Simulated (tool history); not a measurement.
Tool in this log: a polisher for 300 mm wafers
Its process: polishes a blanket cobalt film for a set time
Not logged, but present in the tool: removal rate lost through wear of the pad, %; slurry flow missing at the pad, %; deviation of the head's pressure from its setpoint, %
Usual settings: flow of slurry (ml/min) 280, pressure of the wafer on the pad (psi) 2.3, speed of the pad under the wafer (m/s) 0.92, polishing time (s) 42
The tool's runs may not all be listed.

run,hour,flow of slurry (ml/min),pressure of the wafer on the pad (psi),speed of the pad under the wafer (m/s),polishing time (s),wafers since the last listed run,wafers polished on this pad,hours since the slurry nozzle was cleaned,hours since the head pressure was calibrated,"incoming thickness of the incoming film, nm",film removed (Å)
1,0.0,220,2.3,0.92,42,0,495,147.2,989.6,629.1,2097
2,15.7,220,2.3,0.92,42,243,739,162.9,1005.3,647.1,2060
3,45.0,280,2.3,0.92,42,455,1194,192.2,1034.6,631.4,2081
# hour 49.7: worn pad replaced by a new one
4,73.6,280,2.3,0.92,42,382,371,220.8,1063.2,641.4,2153
5,88.4,280,2.3,0.92,42,229,601,235.6,1078.0,639.1,2133
6,108.1,280,2.3,0.92,42,306,907,255.3,1097.7,633.7,2090
# hour 137.8: worn pad replaced by a new one
7,141.2,280,2.3,0.92,42,452,52,288.4,1130.8,651.6,2219
# hour 157.0: head pressure recalibrated
8,164.1,280,2.3,0.92,42,324,377,311.3,7.1,638.0,2128
9,176.2,280,2.3,0.62,38,187,565,323.4,19.2,642.8,1278
10,201.6,280,2.3,0.62,38,394,959,348.8,44.6,631.9,1252

What will run 11 give?
# hour 202.8: slurry nozzle cleaned
# hour 221.3: worn pad replaced by a new one
11,235.8,360,1.9,0.66,49,453,224,33.0,78.8,633.2,?

Run 11 gave film removed (Å) 1604.
With the hidden condition absent and the run-to-run variation left alone, this run would have shown film removed (Å) 1682.

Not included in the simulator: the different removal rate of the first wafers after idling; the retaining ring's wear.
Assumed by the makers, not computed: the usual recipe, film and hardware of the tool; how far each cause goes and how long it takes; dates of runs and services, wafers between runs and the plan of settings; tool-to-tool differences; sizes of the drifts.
